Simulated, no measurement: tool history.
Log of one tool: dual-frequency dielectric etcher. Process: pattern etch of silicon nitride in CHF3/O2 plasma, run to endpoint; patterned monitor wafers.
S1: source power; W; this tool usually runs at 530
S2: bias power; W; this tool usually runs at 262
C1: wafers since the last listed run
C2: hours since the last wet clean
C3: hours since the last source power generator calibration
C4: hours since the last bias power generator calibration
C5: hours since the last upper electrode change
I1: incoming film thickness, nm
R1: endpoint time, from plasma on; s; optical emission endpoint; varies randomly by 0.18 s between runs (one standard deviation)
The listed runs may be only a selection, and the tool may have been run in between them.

{"run": 1, "hour": 0.0, "S1": 570, "S2": 262, "C1": 0, "C2": 434.6, "C3": 2767.1, "C4": 1611.3, "C5": 4605.1, "I1": 86.7, "R1": 55.4}
{"run": 2, "hour": 34.1, "S1": 570, "S2": 262, "C1": 268, "C2": 468.7, "C3": 2801.2, "C4": 1645.4, "C5": 4639.2, "I1": 88.0, "R1": 56.2}
{"run": 3, "hour": 49.5, "S1": 500, "S2": 262, "C1": 121, "C2": 484.1, "C3": 2816.6, "C4": 1660.8, "C5": 4654.6, "I1": 87.7, "R1": 58.1}
{"run": 4, "hour": 76.3, "S1": 570, "S2": 288, "C1": 211, "C2": 510.9, "C3": 2843.4, "C4": 1687.6, "C5": 4681.4, "I1": 87.3, "R1": 54.5}
{"run": 5, "hour": 112.2, "S1": 570, "S2": 288, "C1": 283, "C2": 546.8, "C3": 2879.3, "C4": 1723.5, "C5": 4717.3, "I1": 88.3, "R1": 55.1}
{"run": 6, "hour": 128.5, "S1": 530, "S2": 308, "C1": 128, "C2": 563.1, "C3": 2895.6, "C4": 1739.8, "C5": 4733.6, "I1": 87.7, "R1": 55.1}
{"run": 7, "hour": 147.9, "S1": 530, "S2": 262, "C1": 152, "C2": 582.5, "C3": 2915.0, "C4": 1759.2, "C5": 4753.0, "I1": 88.8, "R1": 58.0}
{"run": 8, "hour": 174.8, "S1": 630, "S2": 262, "C1": 212, "C2": 609.4, "C3": 2941.9, "C4": 1786.1, "C5": 4779.9, "I1": 88.4, "R1": 54.3}
{"hour": 203.6, "done": "wet clean of the chamber"}
{"run": 9, "hour": 206.6, "S1": 530, "S2": 262, "C1": 61, "C2": 3.0, "C3": 2973.7, "C4": 1817.9, "C5": 4811.7, "I1": 88.4, "R1": 59.2}
{"hour": 250.6, "done": "upper electrode replaced"}
{"run": 10, "hour": 251.1, "S1": 530, "S2": 262, "C1": 161, "C2": 47.5, "C3": 3018.2, "C4": 1862.4, "C5": 0.5, "I1": 87.9, "R1": 58.6}
{"run": 11, "hour": 267.3, "S1": 530, "S2": 262, "C1": 127, "C2": 63.7, "C3": 3034.4, "C4": 1878.6, "C5": 16.7, "I1": 88.0, "R1": 58.4}
{"run": 12, "hour": 301.5, "S1": 530, "S2": 262, "C1": 269, "C2": 97.9, "C3": 3068.6, "C4": 1912.8, "C5": 50.9, "I1": 88.0, "R1": 58.5}
{"run": 13, "hour": 324.4, "S1": 530, "S2": 262, "C1": 180, "C2": 120.8, "C3": 3091.5, "C4": 1935.7, "C5": 73.8, "I1": 88.2, "R1": 58.5}
{"run": 14, "hour": 341.5, "S1": 530, "S2": 205, "C1": 134, "C2": 137.9, "C3": 3108.6, "C4": 1952.8, "C5": 90.9, "I1": 87.6, "R1": 60.7}
{"run": 15, "hour": 357.5, "S1": 570, "S2": 262, "C1": 126, "C2": 153.9, "C3": 3124.6, "C4": 1968.8, "C5": 106.9, "I1": 87.4, "R1": 56.6}
{"run": 16, "hour": 388.4, "S1": 570, "S2": 262, "C1": 243, "C2": 184.8, "C3": 3155.5, "C4": 1999.7, "C5": 137.8, "I1": 88.3, "R1": 56.8}
{"run": 17, "hour": 412.7, "S1": 490, "S2": 284, "C1": 191, "C2": 209.1, "C3": 3179.8, "C4": 2024.0, "C5": 162.1, "I1": 87.4, "R1": 58.0}
{"hour": 420.2, "done": "bias power generator calibrated"}
{"run": 18, "hour": 430.6, "S1": 650, "S2": 262, "C1": 109, "C2": 227.0, "C3": 3197.7, "C4": 10.4, "C5": 180.0, "I1": 87.9, "R1": 54.4}
{"hour": 440.5, "done": "source power generator calibrated"}
{"run": 19, "hour": 462.6, "S1": 530, "S2": 316, "C1": 220, "C2": 259.0, "C3": 22.1, "C4": 42.4, "C5": 212.0, "I1": 87.0, "R1": 55.1}
{"run": 20, "hour": 483.3, "S1": 530, "S2": 262, "C1": 163, "C2": 279.7, "C3": 42.8, "C4": 63.1, "C5": 232.7, "I1": 87.8, "R1": 58.2}
{"run": 21, "hour": 501.6, "S1": 530, "S2": 198, "C1": 144, "C2": 298.0, "C3": 61.1, "C4": 81.4, "C5": 251.0, "I1": 88.6, "R1": 61.5}
{"run": 22, "hour": 534.3, "S1": 440, "S2": 199, "C1": 257, "C2": 330.7, "C3": 93.8, "C4": 114.1, "C5": 283.7, "I1": 88.2, "R1": 64.7}
{"run": 23, "hour": 561.5, "S1": 480, "S2": 295, "C1": 214, "C2": 357.9, "C3": 121.0, "C4": 141.3, "C5": 310.9, "I1": 88.5, "R1": 58.6}
{"run": 24, "hour": 582.9, "S1": 410, "S2": 232, "C1": 168, "C2": 379.3, "C3": 142.4, "C4": 162.7, "C5": 332.3, "I1": 87.8, "R1": 63.7}
{"run": 25, "hour": 594.9, "S1": 530, "S2": 217, "C1": 94, "C2": 391.3, "C3": 154.4, "C4": 174.7, "C5": 344.3, "I1": 87.9, "R1": 59.5}
{"run": 26, "hour": 616.4, "S1": 530, "S2": 262, "C1": 169, "C2": 412.8, "C3": 175.9, "C4": 196.2, "C5": 365.8, "I1": 86.6, "R1": 56.8}

Each row is a separate what-if for the run after 26, all from the same tool condition, not one after another. Results?
{"run": "A", "hour": 616.8, "S1": 530, "S2": 262, "C1": 3, "C2": 413.2, "C3": 176.3, "C4": 196.6, "C5": 366.2, "I1": 87.8, "R1": "?"}
{"run": "B", "hour": 616.8, "S1": 500, "S2": 221, "C1": 3, "C2": 413.2, "C3": 176.3, "C4": 196.6, "C5": 366.2, "I1": 87.8, "R1": "?"}
{"run": "C", "hour": 616.8, "S1": 610, "S2": 316, "C1": 3, "C2": 413.2, "C3": 176.3, "C4": 196.6, "C5": 366.2, "I1": 87.8, "R1": "?"}
{"run": "D", "hour": 616.8, "S1": 630, "S2": 225, "C1": 3, "C2": 413.2, "C3": 176.3, "C4": 196.6, "C5": 366.2, "I1": 87.8, "R1": "?"}

run=A R1=57.3
run=B R1=60.3
run=C R1=52.7
run=D R1=56.0
With the hidden condition removed and each run's random variation left untouched, the same runs would have given:
run=A R1=58.3
run=B R1=61.4
run=C R1=53.6
run=D R1=57.0

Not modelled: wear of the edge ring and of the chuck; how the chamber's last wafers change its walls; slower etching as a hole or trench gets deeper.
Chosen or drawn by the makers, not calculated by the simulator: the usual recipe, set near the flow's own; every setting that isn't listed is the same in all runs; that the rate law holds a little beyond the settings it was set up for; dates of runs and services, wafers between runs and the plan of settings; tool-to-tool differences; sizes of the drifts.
